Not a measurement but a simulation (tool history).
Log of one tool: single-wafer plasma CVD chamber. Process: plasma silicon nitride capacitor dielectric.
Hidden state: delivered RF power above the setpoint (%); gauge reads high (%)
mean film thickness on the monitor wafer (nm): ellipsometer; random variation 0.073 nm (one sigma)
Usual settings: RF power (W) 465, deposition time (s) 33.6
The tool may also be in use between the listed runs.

run	hour	RF power (W)	deposition time (s)	wafers since the last listed run	hours since the last RF generator calibration	hours since the showerhead was replaced	hours since the gauge calibration	read-back reference wafer on the same gauge, thickness_nm	mean film thickness on the monitor wafer (nm)
1	0.0	465	33.6	0	1839.7	3441.0	6.5	51.479	47.373
2	14.6	505	31.4	285	1854.3	3455.6	21.1	51.490	45.426
3	31.0	505	31.4	320	1870.7	3472.0	37.5	51.492	45.575
4	39.4	505	31.4	164	1879.1	3480.4	45.9	51.510	45.449
5	45.6	465	33.6	121	1885.3	3486.6	52.1	51.512	47.508
6	53.7	465	33.6	158	1893.4	3494.7	60.2	51.513	47.301
7	68.8	465	33.6	294	1908.5	3509.8	75.3	51.491	47.422
8	86.6	465	31.5	347	1926.3	3527.6	93.1	51.484	44.475
9	104.5	465	31.5	349	1944.2	3545.5	111.0	51.488	44.521
10	121.4	465	31.5	330	1961.1	3562.4	127.9	51.503	44.410
11	138.6	440	33.6	335	1978.3	3579.6	145.1	51.501	46.691
12	146.7	440	33.6	158	1986.4	3587.7	153.2	51.499	46.547
13	158.2	440	33.6	224	1997.9	3599.2	164.7	51.474	46.610
14	175.2	465	38.7	332	2014.9	3616.2	181.7	51.496	54.603
15	183.9	465	38.7	169	2023.6	3624.9	190.4	51.492	54.394
16	190.6	465	38.7	130	2030.3	3631.6	197.1	51.517	54.366
17	197.7	465	33.6	138	2037.4	3638.7	204.2	51.486	47.357
18	248.4	465	33.6	990	2088.1	3689.4	254.9	51.487	47.343
19	257.9	465	33.6	185	2097.6	3698.9	264.4	51.479	47.332
20	269.5	465	32.2	226	2109.2	3710.5	276.0	51.496	45.311
21	282.6	465	33.6	255	2122.3	3723.6	289.1	51.505	47.445
22	290.8	465	33.6	160	2130.5	3731.8	297.3	51.499	47.231
23	300.1	465	33.6	181	2139.8	3741.1	306.6	51.486	47.368
# hour 323.1: RF generator calibrated
24	323.6	550	31.3	302	0.5	3764.6	330.1	51.506	47.298
25	325.6	465	38.7	39	2.5	3766.6	332.1	51.524	55.691
26	342.1	435	31.9	322	19.0	3783.1	348.6	51.497	45.100
27	348.9	395	33.6	132	25.8	3789.9	355.4	51.504	46.161
# hour 355.8: gauge calibrated
28	361.4	495	36.5	244	38.3	3802.4	5.6	51.512	53.546
29	375.2	465	31.5	269	52.1	3816.2	19.4	51.494	45.283
30	390.4	535	27.6	296	67.3	3831.4	34.6	51.502	41.376
# hour 398.9: showerhead replaced
31	403.0	390	30.3	89	79.9	4.1	47.2	51.518	41.512
32	415.3	415	28.1	240	92.2	16.4	59.5	51.500	39.223
33	426.4	465	33.6	216	103.3	27.5	70.6	51.493	48.469
34	433.3	465	33.6	134	110.2	34.4	77.5	51.491	48.216
35	448.8	465	33.6	302	125.7	49.9	93.0	51.501	48.388
36	458.9	540	38.0	197	135.8	60.0	103.1	51.516	56.960
37	476.3	395	28.3	339	153.2	77.4	120.5	51.487	38.785
38	485.0	505	31.5	169	161.9	86.1	129.2	51.492	46.253
39	502.8	440	29.8	347	179.7	103.9	147.0	51.528	42.238
40	514.8	430	39.1	234	191.7	115.9	159.0	51.491	54.972
41	529.0	390	39.4	277	205.9	130.1	173.2	51.502	53.780

4 ways to go on from here, each from the tool as it stands after run 41. What would each give?
A	529.4	465	33.6	7	206.3	130.5	173.6	?	?
B	529.4	430	36.7	7	206.3	130.5	173.6	?	?
C	529.4	505	37.5	7	206.3	130.5	173.6	?	?
D	529.4	510	35.5	7	206.3	130.5	173.6	?	?

run	read-back reference wafer on the same gauge, thickness_nm	mean film thickness on the monitor wafer (nm)
A	51.503	48.177
B	51.503	51.432
C	51.503	55.084
D	51.503	52.297
Without the tool's hidden state the same runs would have given:
run	mean film thickness on the monitor wafer (nm)
A	48.381
B	51.650
C	55.318
D	52.519

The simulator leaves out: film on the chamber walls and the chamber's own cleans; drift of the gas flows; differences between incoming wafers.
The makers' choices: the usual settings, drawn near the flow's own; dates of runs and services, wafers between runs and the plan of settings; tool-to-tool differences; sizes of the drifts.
